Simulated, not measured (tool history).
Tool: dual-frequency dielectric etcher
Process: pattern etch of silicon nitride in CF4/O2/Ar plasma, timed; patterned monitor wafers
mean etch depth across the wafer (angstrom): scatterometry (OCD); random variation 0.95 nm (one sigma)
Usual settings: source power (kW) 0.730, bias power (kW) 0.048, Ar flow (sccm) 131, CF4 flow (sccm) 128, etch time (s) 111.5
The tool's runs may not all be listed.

run,hour,source power (kW),bias power (kW),Ar flow (sccm),CF4 flow (sccm),etch time (s),wafers since the last listed run,hours since the last wet clean,hours since the last source power generator calibration,hours since the last bias power generator calibration,hours since the last Ar flow controller change,hours since the last CF4 flow controller change,hours since the last upper electrode change,hours since the gauge calibration,"read-back reference wafer on the same gauge, depth_nm",mean etch depth across the wafer (angstrom)
1,0.0,0.730,0.048,131,128,111.5,0,131.1,2607.7,4945.7,3974.4,1805.5,5245.3,551.4,248.4,2966
2,68.3,0.730,0.048,131,118,111.5,543,199.4,2676.0,5014.0,4042.7,1873.8,5313.6,619.7,248.3,2935
3,99.7,0.730,0.048,131,118,111.5,249,230.8,2707.4,5045.4,4074.1,1905.2,5345.0,651.1,248.0,2907
# hour 106.4: CF4 flow controller replaced
4,149.1,0.730,0.048,131,118,111.5,345,280.2,2756.8,5094.8,4123.5,42.7,5394.4,700.5,248.0,2900
5,183.3,0.730,0.048,131,128,100.5,271,314.4,2791.0,5129.0,4157.7,76.9,5428.6,734.7,248.3,2665
# hour 248.4: gauge calibrated
6,253.5,0.730,0.048,131,128,100.5,558,384.6,2861.2,5199.2,4227.9,147.1,5498.8,5.1,247.7,2657
7,306.1,0.730,0.048,131,128,100.5,418,437.2,2913.8,5251.8,4280.5,199.7,5551.4,57.7,247.9,2668
8,346.3,0.730,0.048,131,128,111.5,319,477.4,2954.0,5292.0,4320.7,239.9,5591.6,97.9,248.1,2942
9,417.8,0.730,0.048,131,128,111.5,568,548.9,3025.5,5363.5,4392.2,311.4,5663.1,169.4,247.7,2946
# hour 422.0: bias power generator calibrated
10,444.6,0.730,0.048,160,128,111.5,181,575.7,3052.3,22.6,4419.0,338.2,5689.9,196.2,247.7,2838
11,475.8,0.610,0.038,131,145,135.5,248,606.9,3083.5,53.8,4450.2,369.4,5721.1,227.4,247.7,2811
# hour 484.4: Ar flow controller replaced
12,502.6,0.620,0.048,131,117,111.5,165,633.7,3110.3,80.6,18.2,396.2,5747.9,254.2,248.0,2449
# hour 584.5: wet clean of the chamber
# hour 598.2: upper electrode replaced
13,598.7,0.730,0.048,131,128,111.5,464,14.2,3206.4,176.7,114.3,492.3,0.5,350.3,247.6,2959
14,614.0,0.730,0.048,131,128,80.0,121,29.5,3221.7,192.0,129.6,507.6,15.8,365.6,248.2,2117
15,681.0,0.810,0.048,150,156,86.5,532,96.5,3288.7,259.0,196.6,574.6,82.8,432.6,247.8,2554
# hour 714.6: source power generator calibrated
16,724.5,0.730,0.041,131,128,91.0,314,140.0,9.9,302.5,240.1,618.1,126.3,476.1,248.3,2285
17,755.1,0.730,0.048,131,128,111.5,243,170.6,40.5,333.1,270.7,648.7,156.9,506.7,248.2,2949
18,798.0,0.560,0.058,155,128,111.5,341,213.5,83.4,376.0,313.6,691.6,199.8,549.6,248.1,2273
19,851.4,0.730,0.048,131,128,111.5,424,266.9,136.8,429.4,367.0,745.0,253.2,603.0,248.1,2929
20,886.0,0.840,0.036,131,128,111.5,275,301.5,171.4,464.0,401.6,779.6,287.8,637.6,247.5,3141
21,940.9,0.730,0.048,131,128,111.5,436,356.4,226.3,518.9,456.5,834.5,342.7,692.5,248.5,2956
22,1002.3,0.900,0.039,119,128,78.0,488,417.8,287.7,580.3,517.9,895.9,404.1,753.9,247.9,2471

3 ways to go on from here, each from the tool as it stands after run 22. What would each give?
A,1002.7,0.730,0.040,131,128,111.5,3,418.2,288.1,580.7,518.3,896.3,404.5,754.3,?,?
B,1002.7,0.730,0.048,99,128,111.5,3,418.2,288.1,580.7,518.3,896.3,404.5,754.3,?,?
C,1002.7,0.730,0.058,115,152,111.5,3,418.2,288.1,580.7,518.3,896.3,404.5,754.3,?,?

run,"read-back reference wafer on the same gauge, depth_nm",mean etch depth across the wafer (angstrom)
A,248.3,2782
B,248.3,3125
C,248.3,3287
Without the tool's hidden state the same runs would have given:
run,mean etch depth across the wafer (angstrom)
A,2782
B,3125
C,3287

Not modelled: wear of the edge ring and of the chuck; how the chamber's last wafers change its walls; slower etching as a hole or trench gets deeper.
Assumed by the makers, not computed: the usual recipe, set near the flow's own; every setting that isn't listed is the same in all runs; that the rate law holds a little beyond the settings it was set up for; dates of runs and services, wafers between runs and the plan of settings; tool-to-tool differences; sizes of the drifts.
